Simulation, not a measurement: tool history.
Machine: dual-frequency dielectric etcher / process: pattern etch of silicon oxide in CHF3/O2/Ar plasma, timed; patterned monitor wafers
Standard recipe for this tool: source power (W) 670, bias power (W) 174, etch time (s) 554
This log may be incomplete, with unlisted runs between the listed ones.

run,day,source power (W),bias power (W),etch time (s),"read-back reference wafer on the same gauge, depth_nm",mean etch depth across the wafer (angstrom)
1,0,670,174,554,1109.9,11074
2,1.654,670,174,554,1109.9,11071
# day 3.383: gauge calibrated
# day 4.658: upper electrode replaced
3,4.679,670,174,554,1109.7,10875
4,5.108,670,143,554,1109.3,10142
# day 6.85: wet clean of the chamber
5,8.025,670,143,554,1110.2,10620
6,9.754,670,174,554,1109.3,11494
7,12.388,670,174,554,1110.1,11452
8,14.788,670,174,554,1110,11298
# day 16.075: source power generator calibrated
9,16.712,670,174,554,1110.3,11262
10,19.579,670,174,554,1110.7,11260
11,20.821,750,218,554,1110.5,12562
# day 23.146: bias power generator calibrated
12,23.45,770,206,402,1110.7,8708
# day 24.992: wet clean of the chamber
13,25.504,670,174,554,1110.2,11351
14,27.642,770,206,402,1109.6,9098
15,29.912,670,187,516,1111.1,10743
16,31.325,530,188,667.5,1109.7,13097
17,32.379,670,174,682,1110,13698
18,37.558,600,144,554,1110.2,9876
# day 40.225: wet clean of the chamber
19,40.246,670,174,388.5,1110,8072
20,40.95,670,201,554,1110.7,12082
21,42.262,520,144,412,1109.9,7421
22,44.279,670,174,554,1110.4,11308
23,46.867,800,211,456,1110.2,10503
24,49.238,810,174,601,1109.8,12707
25,51.912,740,143,651.5,1110.1,12306
# day 53.192: gauge calibrated
26,53.883,520,174,655,1110.4,12316
27,55.917,670,174,690,1109.8,13647
# day 57.783: wet clean of the chamber
28,57.804,670,174,554,1110,11420
29,59.517,670,157,554,1110.3,10999

Below, some changes in mean etch depth across the wafer (angstrom) between adjacent runs. For each, the amount present without the hidden state too (settings, incoming material, random variation) and the amount remaining for the hidden state with gauge scatter not shared by both compared results:
Hidden state at play: etch rate over this chamber's usual, %; source power that arrives over what is set, %; bias power that arrives over what is set, %; gauge reads high (%).
Run 4 -> 5: wet clean of the chamber. mean etch depth across the wafer (angstrom) +478: hidden state +500, all else -22.
Run 19 -> 20: bias power (W) 174 -> 201, etch time (s) 388.5 -> 554. mean etch depth across the wafer (angstrom) +4010: hidden state +11, all else +3999.
Run 20 -> 21: source power (W) 670 -> 520, bias power (W) 201 -> 144, etch time (s) 554 -> 412. mean etch depth across the wafer (angstrom) -4661: hidden state -58, all else -4603.
Run 27 -> 28: etch time (s) 690 -> 554, wet clean of the chamber. mean etch depth across the wafer (angstrom) -2227: hidden state +619, all else -2846.
